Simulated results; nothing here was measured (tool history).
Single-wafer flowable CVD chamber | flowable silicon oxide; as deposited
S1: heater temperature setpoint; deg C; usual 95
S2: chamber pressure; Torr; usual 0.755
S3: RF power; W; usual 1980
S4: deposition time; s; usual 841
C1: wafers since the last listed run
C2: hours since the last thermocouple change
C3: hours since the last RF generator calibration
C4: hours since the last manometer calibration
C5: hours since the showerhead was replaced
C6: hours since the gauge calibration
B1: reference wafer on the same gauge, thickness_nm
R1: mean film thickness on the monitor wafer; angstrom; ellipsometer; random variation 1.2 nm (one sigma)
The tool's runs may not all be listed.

run	hour	S1	S2	S3	S4	C1	C2	C3	C4	C5	C6	B1	R1
1	0	95	0.755	1980	841	0	1374.8	638.8	427.9	6220.8	1216.2	506.13	5600.13
2	78.7	103	0.755	1980	841	132	1453.5	717.5	506.6	6299.5	1294.9	505.836	4416.91
3	253.7	103	0.755	1980	841	295	1628.5	892.5	681.6	6474.5	1469.9	505.798	4456.45
4	331	103	0.755	1980	841	130	1705.8	969.8	758.9	6551.8	1547.2	506.053	4461.41
5	389.2	95	0.755	2095	841	98	1764	1028	817.1	6610	1605.4	505.849	5679.41
6	486.1	95	0.755	2095	841	163	1860.9	1124.9	914	6706.9	1702.3	506.021	5715.6
7	591.9	95	0.755	1980	841	178	1966.7	1230.7	1019.8	6812.7	1808.1	506.147	5646.05
8	689.2	95	0.755	1980	841	164	2064	1328	1117.1	6910	1905.4	505.948	5681.59
# hour 706.7: gauge calibrated
9	733.8	84	0.569	1980	913	75	2108.6	1372.6	1161.7	6954.6	27.1	505.915	6320.72
10	805.9	85	0.698	2170	841	121	2180.7	1444.7	1233.8	7026.7	99.2	506.145	7044.38
11	894.1	83	0.755	1980	841	148	2268.9	1532.9	1322	7114.9	187.4	505.995	7906.8
# hour 982.9: thermocouple changed; heater temperature recalibrated
12	983.4	95	0.755	1980	841	137	0.5	1622.2	1411.3	7204.2	276.7	505.941	5562.06
# hour 1041: showerhead replaced
13	1070.6	91	0.915	1705	925	133	87.7	1709.4	1498.5	29.6	363.9	505.689	8093.86
# hour 1117.2: RF generator calibrated
# hour 1153.2: capacitance manometer re-zeroed and calibrated
14	1162.5	85	0.919	2185	982	127	179.6	45.3	9.3	121.5	455.8	506.107	10564.31
15	1228.2	86	0.803	1980	841	110	245.3	111	75	187.2	521.5	505.899	7534.76
16	1393.3	102	0.755	1875	935	278	410.4	276.1	240.1	352.3	686.6	505.892	4967.72
17	1480.3	89	0.755	1980	841	146	497.4	363.1	327.1	439.3	773.6	506.025	6585.79

Forecast each of these 3 alternatives for the next run:
A	1480.9	95	0.755	1980	841	1	498	363.7	327.7	439.9	774.2	?	?
B	1480.9	95	0.755	1735	933	1	498	363.7	327.7	439.9	774.2	?	?
C	1480.9	85	0.598	1610	775	1	498	363.7	327.7	439.9	774.2	?	?

run	B1	R1
A	506.23	5533.74
B	506.23	5971.75
C	506.23	5107.88
Without the tool's hidden state the same runs would have given:
run	R1
A	5487.73
B	5922.1
C	5066.56
